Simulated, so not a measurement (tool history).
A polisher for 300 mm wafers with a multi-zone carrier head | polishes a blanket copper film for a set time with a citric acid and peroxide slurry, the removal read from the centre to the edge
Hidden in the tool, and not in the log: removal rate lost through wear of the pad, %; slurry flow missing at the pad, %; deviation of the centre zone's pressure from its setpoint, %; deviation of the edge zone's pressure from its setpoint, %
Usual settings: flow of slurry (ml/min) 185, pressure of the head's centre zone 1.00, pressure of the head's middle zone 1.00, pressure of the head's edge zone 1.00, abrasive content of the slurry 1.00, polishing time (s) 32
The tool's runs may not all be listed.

run     day  flow of slurry (ml/min)  pressure of the head's centre zone  pressure of the head's middle zone  pressure of the head's edge zone  abrasive content of the slurry  polishing time (s)  wafers since the last listed run  wafers polished on this pad  hours since the slurry nozzle was cleaned  hours since the centre zone pressure was calibrated  hours since the edge zone pressure was calibrated  hours since the carrier head's membrane was replaced  incoming thickness of the incoming film, nm  film removed at the wafer's centre (angstrom)  film removed at mid-radius (angstrom)  film removed at the wafer's edge (angstrom)
  1   0.000                      205                                1.00                                1.00                              1.00                            1.00                  32                                 0                          930                                      302.9                                                946.6                                             1131.5                                                1419.4                                        729.6                                            620                                    569                                          578
  2   2.983                      205                                1.00                                1.00                              1.00                            1.00                  32                               703                         1633                                      374.5                                               1018.2                                             1203.1                                                1491.0                                        732.4                                            602                                    557                                          586
  3   4.754                      185                                1.00                                1.00                              1.00                            1.00                  32                               417                         2051                                      417.0                                               1060.7                                             1245.6                                                1533.5                                        742.3                                            581                                    540                                          569
  4   6.329                      185                                0.89                                1.00                              1.06                            1.00                  32                               371                         2422                                      454.8                                               1098.5                                             1283.4                                                1571.3                                        741.5                                            544                                    548                                          581
      6.496  -- slurry nozzle cleaned
      7.825  -- carrier head's membrane replaced by a new one
  5   8.242                      185                                0.88                                0.97                              0.94                            1.00                  29                               392                         2814                                       41.9                                               1144.4                                             1329.3                                                  10.0                                        750.0                                            482                                    478                                          491
      8.792  -- centre zone pressure recalibrated
  6   9.704                      185                                1.00                                1.00                              1.00                            1.00                  32                               325                         3140                                       77.0                                                 21.9                                             1364.4                                                  45.1                                        742.9                                            550                                    538                                          556
     11.154  -- worn pad replaced by a new one
  7  12.704                      145                                1.00                                1.00                              1.00                            1.00                  28                               668                          365                                      149.0                                                 93.9                                             1436.4                                                 117.1                                        737.2                                            489                                    478                                          488
  8  13.725                      185                                1.00                                1.00                              1.00                            1.00                  32                               240                          606                                      173.5                                                118.4                                             1460.9                                                 141.6                                        734.0                                            599                                    559                                          578
  9  15.279                      185                                1.00                                0.93                              1.00                            1.20                  27                               366                          972                                      210.8                                                155.7                                             1498.2                                                 178.9                                        746.7                                            524                                    460                                          504
     16.879  -- edge zone pressure recalibrated
 10  18.062                      165                                1.00                                1.00                              1.00                            1.00                  32                               636                         1609                                      277.6                                                222.5                                               28.4                                                 245.7                                        743.9                                            573                                    543                                          570
 11  19.829                      185                                1.00                                1.05                              0.90                            1.00                  32                               416                         2026                                      320.0                                                264.9                                               70.8                                                 288.1                                        732.1                                            589                                    582                                          546
     21.758  -- slurry nozzle cleaned
 12  22.333                      185                                1.00                                1.03                              1.00                            1.00                  41                               580                         2606                                       13.8                                                325.0                                              130.9                                                 348.2                                        735.9                                            747                                    715                                          725
 13  24.496                      160                                0.94                                1.00                              1.00                            1.00                  32                               509                         3116                                       65.7                                                376.9                                              182.8                                                 400.1                                        741.0                                            529                                    535                                          547
 14  27.225                      185                                1.00                                1.00                              1.00                            1.00                  32                               643                         3760                                      131.2                                                442.4                                              248.3                                                 465.6                                        742.5                                            572                                    535                                          556
 15  28.283                      185                                1.00                                1.00                              1.06                            1.00                  26                               249                         4010                                      156.6                                                467.8                                              273.7                                                 491.0                                        737.3                                            455                                    428                                          458
 16  29.458                      185                                1.00                                1.07                              1.00                            1.20                  32                               277                         4287                                      184.8                                                496.0                                              301.9                                                 519.2                                        733.9                                            594                                    574                                          564
     30.012  -- worn pad replaced by a new one
 17  31.900                      120                                1.00                                1.00                              1.00                            1.00                  38                               536                          445                                      243.4                                                554.6                                              360.5                                                 577.8                                        741.9                                            638                                    603                                          629
 18  34.721                      160                                0.95                                0.90                              1.00                            1.15                  32                               665                         1110                                      311.1                                                622.3                                              428.2                                                 645.5                                        732.7                                            578                                    519                                          576
     35.962  -- slurry nozzle cleaned
 19  36.583                      185                                1.00                                1.00                              1.00                            1.00                  32                               429                         1540                                       14.9                                                667.0                                              472.9                                                 690.2                                        730.5                                            600                                    561                                          568
 20  37.596                      205                                1.00                                1.00                              1.00                            1.00                  32                               238                         1779                                       39.2                                                691.3                                              497.2                                                 714.5                                        743.2                                            596                                    559                                          573
 21  39.658                      145                                1.00                                1.00                              1.00                            1.00                  28                               486                         2265                                       88.7                                                740.8                                              546.7                                                 764.0                                        743.2                                            496                                    453                                          484
 22  42.588                      160                                1.00                                0.92                              1.06                            0.85                  32                               690                         2956                                      159.0                                                811.1                                              617.0                                                 834.3                                        744.5                                            546                                    476                                          542

Forecast each of these 3 alternatives for the next run:
  A  42.604                      250                                1.00                                1.00                              1.00                            1.00                  32                                 3                         2960                                      159.4                                                811.5                                              617.4                                                 834.7                                        749.9                                              ?                                      ?                                            ?
  B  42.604                      220                                1.10                                1.09                              1.05                            1.00                  32                                 3                         2960                                      159.4                                                811.5                                              617.4                                                 834.7                                        749.9                                              ?                                      ?                                            ?
  C  42.604                      185                                1.00                                1.00                              1.06                            1.00                  32                                 3                         2960                                      159.4                                                811.5                                              617.4                                                 834.7                                        749.9                                              ?                                      ?                                            ?

run  film removed at the wafer's centre (angstrom)  film removed at mid-radius (angstrom)  film removed at the wafer's edge (angstrom)
  A                                            614                                    557                                          574
  B                                            649                                    589                                          580
  C                                            585                                    533                                          572
Without the tool's hidden state the same runs would have given:
run  film removed at the wafer's centre (angstrom)  film removed at mid-radius (angstrom)  film removed at the wafer's edge (angstrom)
  A                                            613                                    579                                          597
  B                                            648                                    612                                          603
  C                                            584                                    554                                          594
